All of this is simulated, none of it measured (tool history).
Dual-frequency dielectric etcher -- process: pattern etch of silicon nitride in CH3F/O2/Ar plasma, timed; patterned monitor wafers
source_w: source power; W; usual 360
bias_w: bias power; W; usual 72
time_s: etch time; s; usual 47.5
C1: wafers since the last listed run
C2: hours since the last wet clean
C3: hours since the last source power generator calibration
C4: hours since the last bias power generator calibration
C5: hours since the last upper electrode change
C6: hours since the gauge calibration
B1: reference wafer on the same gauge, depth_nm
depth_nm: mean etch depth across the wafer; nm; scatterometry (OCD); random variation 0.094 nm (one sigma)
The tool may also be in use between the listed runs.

Run 1, hour 0.0: usual settings but source_w 320 W; C1 0; C2 365.7; C3 1402.5; C4 1376.6; C5 5552.9; C6 51.8; B1 29.89. Result: depth_nm 28.95 nm.
Run 2, hour 15.1: usual settings but source_w 320 W; C1 140; C2 380.8; C3 1417.6; C4 1391.7; C5 5568.0; C6 66.9; B1 29.90. Result: depth_nm 28.87 nm.
Run 3, hour 22.7: usual settings; C1 70; C2 388.4; C3 1425.2; C4 1399.3; C5 5575.6; C6 74.5; B1 29.89. Result: depth_nm 30.43 nm.
Run 4, hour 35.8: usual settings; C1 122; C2 401.5; C3 1438.3; C4 1412.4; C5 5588.7; C6 87.6; B1 29.91. Result: depth_nm 30.42 nm.
Run 5, hour 52.7: usual settings but time_s 36.5 s; C1 157; C2 418.4; C3 1455.2; C4 1429.3; C5 5605.6; C6 104.5; B1 29.90. Result: depth_nm 23.29 nm.
Run 6, hour 62.0: usual settings but time_s 40.5 s; C1 86; C2 427.7; C3 1464.5; C4 1438.6; C5 5614.9; C6 113.8; B1 29.89. Result: depth_nm 25.78 nm.
Run 7, hour 75.8: usual settings but time_s 40.5 s; C1 128; C2 441.5; C3 1478.3; C4 1452.4; C5 5628.7; C6 127.6; B1 29.91. Result: depth_nm 25.70 nm.
Run 8, hour 92.9: usual settings but time_s 54.5 s; C1 159; C2 458.6; C3 1495.4; C4 1469.5; C5 5645.8; C6 144.7; B1 29.88. Result: depth_nm 34.76 nm.
Run 9, hour 109.5: usual settings; C1 154; C2 475.2; C3 1512.0; C4 1486.1; C5 5662.4; C6 161.3; B1 29.93. Result: depth_nm 30.36 nm.
At hour 110.8: gauge calibrated.
Run 10, hour 127.1: usual settings; C1 163; C2 492.8; C3 1529.6; C4 1503.7; C5 5680.0; C6 16.3; B1 29.94. Result: depth_nm 30.16 nm.
Run 11, hour 134.4: usual settings; C1 68; C2 500.1; C3 1536.9; C4 1511.0; C5 5687.3; C6 23.6; B1 29.95. Result: depth_nm 30.34 nm.
At hour 167.4: wet clean of the chamber.
Run 12, hour 167.9: usual settings; C1 88; C2 0.5; C3 1570.4; C4 1544.5; C5 5720.8; C6 57.1; B1 29.89. Result: depth_nm 31.29 nm.
Run 13, hour 168.2: usual settings but source_w 310 W, bias_w 58 W, time_s 59.0 s; C1 2; C2 0.8; C3 1570.7; C4 1544.8; C5 5721.1; C6 57.4; B1 29.88. Result: depth_nm 33.32 nm.
Run 14, hour 171.2: usual settings but source_w 290 W, bias_w 61 W; C1 27; C2 3.8; C3 1573.7; C4 1547.8; C5 5724.1; C6 60.4; B1 29.89. Result: depth_nm 26.49 nm.
Run 15, hour 177.5: usual settings but source_w 440 W, bias_w 66 W, time_s 53.0 s; C1 58; C2 10.1; C3 1580.0; C4 1554.1; C5 5730.4; C6 66.7; B1 29.90. Result: depth_nm 37.00 nm.
Run 16, hour 184.8: usual settings but time_s 39.0 s; C1 68; C2 17.4; C3 1587.3; C4 1561.4; C5 5737.7; C6 74.0; B1 29.88. Result: depth_nm 25.74 nm.
At hour 203.2: bias power generator calibrated.
At hour 218.5: upper electrode replaced.
Run 17, hour 219.0: usual settings but source_w 410 W; C1 139; C2 51.6; C3 1621.5; C4 15.8; C5 0.5; C6 108.2; B1 29.91. Result: depth_nm 33.44 nm.
Run 18, hour 219.3: usual settings; C1 2; C2 51.9; C3 1621.8; C4 16.1; C5 0.8; C6 108.5; B1 29.85. Result: depth_nm 31.38 nm.
At hour 230.8: source power generator calibrated.
Run 19, hour 231.3: usual settings but source_w 290 W, bias_w 80 W, time_s 56.0 s; C1 74; C2 63.9; C3 0.5; C4 28.1; C5 12.8; C6 120.5; B1 29.88. Result: depth_nm 34.81 nm.
At hour 247.0: gauge calibrated.
Run 20, hour 257.3: usual settings but source_w 290 W, bias_w 61 W; C1 242; C2 89.9; C3 26.5; C4 54.1; C5 38.8; C6 10.3; B1 29.89. Result: depth_nm 26.38 nm.
Run 21, hour 270.3: usual settings but source_w 390 W, bias_w 56 W, time_s 38.5 s; C1 121; C2 102.9; C3 39.5; C4 67.1; C5 51.8; C6 23.3; B1 29.91. Result: depth_nm 23.78 nm.

Run 22 is up next; what results do you expect?
Run 22, hour 284.5: usual settings but bias_w 54 W; C1 132; C2 117.1; C3 53.7; C4 81.3; C5 66.0; C6 37.5; B1 ?. Result: depth_nm ?.

Run 22 gave B1 29.89, depth_nm 27.78 nm.
Minus the tool's unlogged condition, the same run would have read depth_nm 28.00 nm.
